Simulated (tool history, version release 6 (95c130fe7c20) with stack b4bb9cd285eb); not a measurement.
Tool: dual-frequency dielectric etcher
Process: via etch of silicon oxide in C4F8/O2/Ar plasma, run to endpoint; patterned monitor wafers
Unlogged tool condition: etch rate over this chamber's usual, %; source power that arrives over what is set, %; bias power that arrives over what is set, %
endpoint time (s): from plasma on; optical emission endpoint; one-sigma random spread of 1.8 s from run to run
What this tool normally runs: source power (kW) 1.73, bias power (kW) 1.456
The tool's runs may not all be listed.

run,hour,source power (kW),bias power (kW),wafers since the last listed run,hours since the last wet clean,hours since the last source power generator calibration,hours since the last bias power generator calibration,hours since the last upper electrode change,"incoming incoming film thickness, nm",endpoint time (s)
1,0,1.73,1.456,0,152.3,2324.6,4241.3,4544.4,1285.7,293
2,96.3,1.73,1.456,564,248.6,2420.9,4337.6,4640.7,1283.3,295.6
3,125.2,1.73,1.456,169,277.5,2449.8,4366.5,4669.6,1279.2,294.7
4,151.3,1.73,1.456,153,303.6,2475.9,4392.6,4695.7,1289.1,300
5,174.5,1.73,1.456,136,326.8,2499.1,4415.8,4718.9,1289.4,297.3
6,188.7,1.73,1.456,83,341,2513.3,4430,4733.1,1278.5,298.2
7,204.3,1.73,1.456,91,356.6,2528.9,4445.6,4748.7,1294.8,298.5
# hour 208.6: bias power generator calibrated
8,222.7,1.73,1.456,84,375,2547.3,14.1,4767.1,1282.7,296.2
9,244.8,1.73,1.702,129,397.1,2569.4,36.2,4789.2,1286.3,287.2
10,261.4,1.73,1.702,97,413.7,2586,52.8,4805.8,1283,287.2
# hour 306.5: wet clean of the chamber
# hour 308.3: upper electrode replaced
11,308.8,1.73,1.175,126,2.3,2633.4,100.2,0.5,1295.3,321.7
12,317.5,1.43,1.246,51,11,2642.1,108.9,9.2,1293.9,340.5
13,341.3,1.73,1.169,139,34.8,2665.9,132.7,33,1293.2,324.5
14,376.6,1.73,1.456,207,70.1,2701.2,168,68.3,1287,309.9
# hour 404.6: wet clean of the chamber, repeated, since the last time left the tool worse
15,405.1,1.86,1.324,26,0.5,2729.7,196.5,96.8,1281.6,287.5
16,410.5,1.73,1.456,31,5.9,2735.1,201.9,102.2,1280.9,286.4
# hour 443.5: source power generator calibrated
17,444.7,1.73,1.456,177,40.1,1.2,236.1,136.4,1273.9,288.4

Forecast run 18:
18,479.5,1.73,1.456,204,74.9,36,270.9,171.2,1286.8,?

{"run 18": {"endpoint time (s)": 290.3}}
On a tool with no hidden condition, and with the same random variation, this run would have come out at endpoint time (s) 288.5.
